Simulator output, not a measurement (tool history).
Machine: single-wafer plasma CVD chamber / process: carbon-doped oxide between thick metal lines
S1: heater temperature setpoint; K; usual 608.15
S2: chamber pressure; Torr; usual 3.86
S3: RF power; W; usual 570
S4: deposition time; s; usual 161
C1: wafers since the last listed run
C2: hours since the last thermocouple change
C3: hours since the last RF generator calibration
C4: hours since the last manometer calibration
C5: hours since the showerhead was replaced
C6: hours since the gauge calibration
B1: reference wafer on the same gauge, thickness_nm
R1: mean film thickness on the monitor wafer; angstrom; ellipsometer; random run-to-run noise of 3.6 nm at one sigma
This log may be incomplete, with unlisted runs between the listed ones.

Run 1, hour 0.0: usual settings; C1 0; C2 944.7; C3 2023.4; C4 1030.0; C5 3801.0; C6 52.0; B1 883.962. Result: R1 9538.86 angstrom.
Run 2, hour 13.2: usual settings; C1 98; C2 957.9; C3 2036.6; C4 1043.2; C5 3814.2; C6 65.2; B1 884.368. Result: R1 9587.70 angstrom.
Run 3, hour 34.7: usual settings; C1 160; C2 979.4; C3 2058.1; C4 1064.7; C5 3835.7; C6 86.7; B1 884.178. Result: R1 9551.78 angstrom.
Run 4, hour 51.8: usual settings; C1 127; C2 996.5; C3 2075.2; C4 1081.8; C5 3852.8; C6 103.8; B1 882.738. Result: R1 9532.63 angstrom.
Run 5, hour 78.1: usual settings; C1 196; C2 1022.8; C3 2101.5; C4 1108.1; C5 3879.1; C6 130.1; B1 883.587. Result: R1 9534.09 angstrom.
Run 6, hour 105.8: usual settings but S2 4.57 Torr; C1 206; C2 1050.5; C3 2129.2; C4 1135.8; C5 3906.8; C6 157.8; B1 883.505. Result: R1 9952.94 angstrom.
At hour 185.6: thermocouple changed; heater temperature recalibrated.
Run 7, hour 204.6: usual settings but S2 4.40 Torr; C1 677; C2 19.0; C3 2228.0; C4 1234.6; C5 4005.6; C6 256.6; B1 884.040. Result: R1 9848.27 angstrom.
Run 8, hour 226.1: usual settings but S2 4.40 Torr; C1 160; C2 40.5; C3 2249.5; C4 1256.1; C5 4027.1; C6 278.1; B1 883.893. Result: R1 9826.38 angstrom.
Run 9, hour 246.8: usual settings but S2 4.40 Torr; C1 154; C2 61.2; C3 2270.2; C4 1276.8; C5 4047.8; C6 298.8; B1 884.688. Result: R1 9823.61 angstrom.
Run 10, hour 270.8: usual settings but S3 525 W; C1 178; C2 85.2; C3 2294.2; C4 1300.8; C5 4071.8; C6 322.8; B1 884.030. Result: R1 9094.52 angstrom.
Run 11, hour 291.2: usual settings but S1 595.15 K, S3 530 W, S4 137 s; C1 152; C2 105.6; C3 2314.6; C4 1321.2; C5 4092.2; C6 343.2; B1 883.694. Result: R1 8101.49 angstrom.
At hour 320.8: capacitance manometer re-zeroed and calibrated.
Run 12, hour 321.3: usual settings but S1 597.15 K, S2 4.11 Torr, S3 515 W; C1 164; C2 135.7; C3 2344.7; C4 0.5; C5 4122.3; C6 373.3; B1 883.441. Result: R1 9389.64 angstrom.
Run 13, hour 346.0: usual settings but S1 603.15 K; C1 184; C2 160.4; C3 2369.4; C4 25.2; C5 4147.0; C6 398.0; B1 885.152. Result: R1 9734.83 angstrom.
Run 14, hour 366.6: usual settings but S3 480 W; C1 153; C2 181.0; C3 2390.0; C4 45.8; C5 4167.6; C6 418.6; B1 883.705. Result: R1 8595.34 angstrom.
Run 15, hour 387.9: usual settings but S1 616.15 K, S2 4.56 Torr, S4 185 s; C1 158; C2 202.3; C3 2411.3; C4 67.1; C5 4188.9; C6 439.9; B1 884.313. Result: R1 11121.52 angstrom.
Run 16, hour 423.0: usual settings but S2 3.04 Torr, S3 685 W; C1 261; C2 237.4; C3 2446.4; C4 102.2; C5 4224.0; C6 475.0; B1 884.463. Result: R1 10275.52 angstrom.
At hour 455.9: gauge calibrated.
At hour 460.9: showerhead replaced.
At hour 467.5: RF generator calibrated.
Run 17, hour 468.0: usual settings but S4 140 s; C1 226; C2 282.4; C3 0.5; C4 147.2; C5 7.1; C6 12.1; B1 882.942. Result: R1 8240.15 angstrom.
Run 18, hour 477.9: usual settings; C1 73; C2 292.3; C3 10.4; C4 157.1; C5 17.0; C6 22.0; B1 884.457. Result: R1 9583.02 angstrom.
Run 19, hour 505.5: usual settings but S1 595.15 K, S3 530 W, S4 137 s; C1 205; C2 319.9; C3 38.0; C4 184.7; C5 44.6; C6 49.6; B1 884.024. Result: R1 8069.67 angstrom.
Run 20, hour 539.8: usual settings but S3 460 W; C1 255; C2 354.2; C3 72.3; C4 219.0; C5 78.9; C6 83.9; B1 884.468. Result: R1 8377.83 angstrom.
Run 21, hour 558.8: usual settings but S1 595.15 K, S2 4.36 Torr, S3 625 W, S4 137 s; C1 141; C2 373.2; C3 91.3; C4 238.0; C5 97.9; C6 102.9; B1 884.359. Result: R1 9146.61 angstrom.
Run 22, hour 592.2: usual settings but S2 4.44 Torr, S4 171 s; C1 249; C2 406.6; C3 124.7; C4 271.4; C5 131.3; C6 136.3; B1 884.496. Result: R1 10485.29 angstrom.
Run 23, hour 626.8: usual settings but S2 3.33 Torr; C1 257; C2 441.2; C3 159.3; C4 306.0; C5 165.9; C6 170.9; B1 884.135. Result: R1 9256.66 angstrom.
Run 24, hour 642.3: usual settings but S4 131 s; C1 115; C2 456.7; C3 174.8; C4 321.5; C5 181.4; C6 186.4; B1 883.755. Result: R1 7777.35 angstrom.
Run 25, hour 658.0: usual settings; C1 117; C2 472.4; C3 190.5; C4 337.2; C5 197.1; C6 202.1; B1 883.875. Result: R1 9555.26 angstrom.
Run 26, hour 688.1: usual settings; C1 224; C2 502.5; C3 220.6; C4 367.3; C5 227.2; C6 232.2; B1 883.871. Result: R1 9539.76 angstrom.
Run 27, hour 706.9: usual settings but S1 593.15 K, S2 4.64 Torr, S4 149 s; C1 140; C2 521.3; C3 239.4; C4 386.1; C5 246.0; C6 251.0; B1 884.233. Result: R1 9657.45 angstrom.
Run 28, hour 726.0: usual settings but S1 620.15 K, S3 655 W, S4 147 s; C1 142; C2 540.4; C3 258.5; C4 405.2; C5 265.1; C6 270.1; B1 883.743. Result: R1 9221.77 angstrom.
Run 29, hour 743.8: usual settings but S1 596.15 K, S2 4.16 Torr, S3 530 W, S4 139 s; C1 132; C2 558.2; C3 276.3; C4 423.0; C5 282.9; C6 287.9; B1 884.462. Result: R1 8240.20 angstrom.

3 ways to go on from here, each from the tool as it stands after run 29. What would each give?
Run A, hour 744.2: usual settings but S2 3.05 Torr; C1 2; C2 558.6; C3 276.7; C4 423.4; C5 283.3; C6 288.3; B1 ?. Result: R1 ?.
Run B, hour 744.2: usual settings but S3 510 W, S4 192 s; C1 2; C2 558.6; C3 276.7; C4 423.4; C5 283.3; C6 288.3; B1 ?. Result: R1 ?.
Run C, hour 744.2: usual settings but S1 602.15 K; C1 2; C2 558.6; C3 276.7; C4 423.4; C5 283.3; C6 288.3; B1 ?. Result: R1 ?.

run       B1        R1
  A  884.016   9157.39
  B  884.016  10602.88
  C  884.016   9692.52
What these runs would have given with no unlogged condition in the tool:
run        R1
  A   9157.39
  B  10602.88
  C   9692.52
